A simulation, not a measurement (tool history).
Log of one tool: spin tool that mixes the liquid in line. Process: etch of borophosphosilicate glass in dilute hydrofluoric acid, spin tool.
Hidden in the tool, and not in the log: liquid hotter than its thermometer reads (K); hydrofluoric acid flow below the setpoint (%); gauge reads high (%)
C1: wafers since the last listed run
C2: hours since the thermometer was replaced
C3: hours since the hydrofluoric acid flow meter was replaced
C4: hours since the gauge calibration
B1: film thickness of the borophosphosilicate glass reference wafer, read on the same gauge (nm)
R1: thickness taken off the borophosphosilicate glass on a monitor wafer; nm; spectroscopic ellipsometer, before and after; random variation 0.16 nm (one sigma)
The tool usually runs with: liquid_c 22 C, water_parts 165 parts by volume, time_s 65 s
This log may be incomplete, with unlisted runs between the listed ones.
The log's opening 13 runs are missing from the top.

run 14 hour=883.5 | liquid_c=26 water_parts=165 time_s=65 | C1=302 C2=267.2 C3=1934.6 C4=243.5 | B1=79.98 | R1=20.66
run 15 hour=951.8 | liquid_c=22 water_parts=165 time_s=65 | C1=494 C2=335.5 C3=2002.9 C4=311.8 | B1=80.01 | R1=17.73
run 16 hour=993.7 | liquid_c=23.5 water_parts=165 time_s=65 | C1=303 C2=377.4 C3=2044.8 C4=353.7 | B1=80.02 | R1=18.92
run 17 hour=1031.1 | liquid_c=24.5 water_parts=140 time_s=100 | C1=270 C2=414.8 C3=2082.2 C4=391.1 | B1=80 | R1=36.2
run 18 hour=1063.2 | liquid_c=22 water_parts=165 time_s=65 | C1=232 C2=446.9 C3=2114.3 C4=423.2 | B1=80 | R1=17.8
run 19 hour=1127.4 | liquid_c=22 water_parts=165 time_s=65 | C1=464 C2=511.1 C3=2178.5 C4=487.4 | B1=80 | R1=17.63
run 20 hour=1197 | liquid_c=22 water_parts=95 time_s=80 | C1=503 C2=580.7 C3=2248.1 C4=557 | B1=80 | R1=40.72
-- hour=1259.8 thermometer replaced
run 21 hour=1267.8 | liquid_c=26.5 water_parts=110 time_s=65 | C1=505 C2=8 C3=2318.9 C4=627.8 | B1=79.98 | R1=33.8
run 22 hour=1311.6 | liquid_c=24.5 water_parts=220 time_s=85 | C1=317 C2=51.8 C3=2362.7 C4=671.6 | B1=80 | R1=17.47
run 23 hour=1353 | liquid_c=25.5 water_parts=95 time_s=85 | C1=299 C2=93.2 C3=2404.1 C4=713 | B1=80.01 | R1=49.37
-- hour=1372.4 hydrofluoric acid flow meter replaced
run 24 hour=1420.6 | liquid_c=22 water_parts=165 time_s=65 | C1=482 C2=160.8 C3=48.2 C4=780.6 | B1=79.99 | R1=19.37
run 25 hour=1492.4 | liquid_c=22 water_parts=100 time_s=85 | C1=519 C2=232.6 C3=120 C4=852.4 | B1=80.01 | R1=45.49
run 26 hour=1536.3 | liquid_c=22 water_parts=165 time_s=35 | C1=317 C2=276.5 C3=163.9 C4=896.3 | B1=79.97 | R1=10.51
run 27 hour=1574.6 | liquid_c=17.5 water_parts=120 time_s=105 | C1=277 C2=314.8 C3=202.2 C4=934.6 | B1=79.98 | R1=38
run 28 hour=1640.4 | liquid_c=18 water_parts=115 time_s=40 | C1=476 C2=380.6 C3=268 C4=1000.4 | B1=80 | R1=15.32
run 29 hour=1708.6 | liquid_c=26 water_parts=165 time_s=45 | C1=493 C2=448.8 C3=336.2 C4=1068.6 | B1=80.02 | R1=15.41
run 30 hour=1750.1 | liquid_c=23.5 water_parts=90 time_s=65 | C1=300 C2=490.3 C3=377.7 C4=1110.1 | B1=80.03 | R1=41.04
run 31 hour=1819.4 | liquid_c=22 water_parts=165 time_s=65 | C1=501 C2=559.6 C3=447 C4=1179.4 | B1=80.02 | R1=18.93
run 32 hour=1866.6 | liquid_c=20.5 water_parts=135 time_s=65 | C1=341 C2=606.8 C3=494.2 C4=1226.6 | B1=80 | R1=22.93

What will run 33 give?
-- hour=1918.9 thermometer replaced
run 33 hour=1924.1 | liquid_c=22 water_parts=110 time_s=80 | C1=409 C2=5.2 C3=551.7 C4=1284.1 | B1=? | R1=?

{"run 33": {"B1": 80, "R1": 37.91}}
Take away the tool's hidden state, keep the run-to-run variation as it was, and the same run would have given R1 39.92 nm.

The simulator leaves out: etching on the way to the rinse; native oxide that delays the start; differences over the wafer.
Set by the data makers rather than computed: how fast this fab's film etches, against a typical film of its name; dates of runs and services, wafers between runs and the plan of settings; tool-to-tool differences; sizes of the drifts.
